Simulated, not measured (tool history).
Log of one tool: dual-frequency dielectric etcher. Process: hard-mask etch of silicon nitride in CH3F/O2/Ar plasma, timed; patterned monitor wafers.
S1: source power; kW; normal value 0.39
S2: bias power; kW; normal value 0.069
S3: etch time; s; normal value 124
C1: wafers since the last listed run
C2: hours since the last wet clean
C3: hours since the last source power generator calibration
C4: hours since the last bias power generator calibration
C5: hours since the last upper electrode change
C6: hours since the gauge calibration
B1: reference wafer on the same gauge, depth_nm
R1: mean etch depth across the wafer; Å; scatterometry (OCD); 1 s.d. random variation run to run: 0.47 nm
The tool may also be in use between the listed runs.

run	hour	S1	S2	S3	C1	C2	C3	C4	C5	C6	B1	R1
1	0	0.39	0.069	124	0	253.8	953.7	548.7	1182.8	2620.8	98.6	858
2	106.5	0.39	0.069	124	1278	360.3	1060.2	655.2	1289.3	2727.3	98.9	859
3	171.7	0.39	0.069	124	782	425.5	1125.4	720.4	1354.5	2792.5	99.2	862
4	238.3	0.39	0.069	124	799	492.1	1192	787	1421.1	2859.1	99.5	860
5	304.4	0.39	0.069	124	793	558.2	1258.1	853.1	1487.2	2925.2	99.6	858
6	387.3	0.39	0.069	124	995	641.1	1341	936	1570.1	3008.1	99.9	861
# hour 443.1: wet clean of the chamber
7	462	0.44	0.069	124	608	18.9	1415.7	1010.7	1644.8	3082.8	100.2	890
8	565.8	0.44	0.069	124	1246	122.7	1519.5	1114.5	1748.6	3186.6	100.2	892
9	611.2	0.44	0.069	124	545	168.1	1564.9	1159.9	1794	3232	100.6	896
10	687.4	0.39	0.069	124	914	244.3	1641.1	1236.1	1870.2	3308.2	100.9	866
11	725.6	0.39	0.069	124	458	282.5	1679.3	1274.3	1908.4	3346.4	100.8	870
12	822.7	0.39	0.069	124	1165	379.6	1776.4	1371.4	2005.5	3443.5	101.2	873
# hour 871: gauge calibrated
13	892.7	0.39	0.069	124	840	449.6	1846.4	1441.4	2075.5	21.7	95	817
14	955.8	0.46	0.082	91	757	512.7	1909.5	1504.5	2138.6	84.8	94.7	666
15	1014.4	0.39	0.069	154	703	571.3	1968.1	1563.1	2197.2	143.4	94.8	1011
# hour 1096.5: wet clean of the chamber
16	1097	0.39	0.069	124	703	0.5	2050.7	1645.7	2279.8	226	94.8	819
# hour 1114.8: source power generator calibrated
17	1181.4	0.39	0.069	124	965	84.9	66.6	1730.1	2364.2	310.4	95.1	820
18	1254.3	0.39	0.083	124	875	157.8	139.5	1803	2437.1	383.3	94.9	864
19	1322.2	0.39	0.069	124	815	225.7	207.4	1870.9	2505	451.2	94.9	820
20	1425.3	0.34	0.069	95.5	1238	328.8	310.5	1974	2608.1	554.3	94.9	606
21	1481.1	0.46	0.082	91	670	384.6	366.3	2029.8	2663.9	610.1	95.1	665
# hour 1568.8: upper electrode replaced
22	1569.3	0.48	0.058	146	770	472.8	454.5	2118	0.5	698.3	95.1	980
23	1647.2	0.39	0.069	132.5	935	550.7	532.4	2195.9	78.4	776.2	95.1	872
# hour 1662.3: bias power generator calibrated
24	1710.2	0.44	0.074	159.5	708	613.7	595.4	47.9	141.4	839.2	95.3	1108
# hour 1813: wet clean of the chamber
25	1919.2	0.39	0.069	124	2221	106.2	804.4	256.9	350.4	1048.2	95.4	817
26	1965.9	0.43	0.069	124	560	152.9	851.1	303.6	397.1	1094.9	95.3	843
27	2064.6	0.29	0.074	147.5	1185	251.6	949.8	402.3	495.8	1193.6	95.6	915
28	2280.6	0.39	0.075	134.5	2593	467.6	1165.8	618.3	711.8	1409.6	95.7	922
29	2383.2	0.31	0.069	159.5	1232	570.2	1268.4	720.9	814.4	1512.2	95.8	991
30	2479.7	0.39	0.061	124	1158	666.7	1364.9	817.4	910.9	1608.7	95.9	804
# hour 2505.6: wet clean of the chamber
31	2560.4	0.39	0.069	104.5	680	54.8	1445.6	898.1	991.6	1689.4	96.2	700

Exercise: give the hidden state of the tool at every run:
etch rate over this chamber's usual, %: 0 on each run
source power that arrives over what is set, %: 0 on each run
bias power that arrives over what is set, %: 0 on each run
H1: gauge reads high (%)
run	H1
1	3.78
2	4.07
3	4.25
4	4.45
5	4.64
6	4.89
7	5.13
8	5.46
9	5.61
10	5.86
11	5.99
12	6.33
13	-0.452
14	-0.448
15	-0.441
16	-0.426
17	-0.403
18	-0.377
19	-0.348
20	-0.295
21	-0.261
22	-0.202
23	-0.143
24	-0.0912
25	0.111
26	0.162
27	0.278
28	0.566
29	0.719
30	0.873
31	1.01
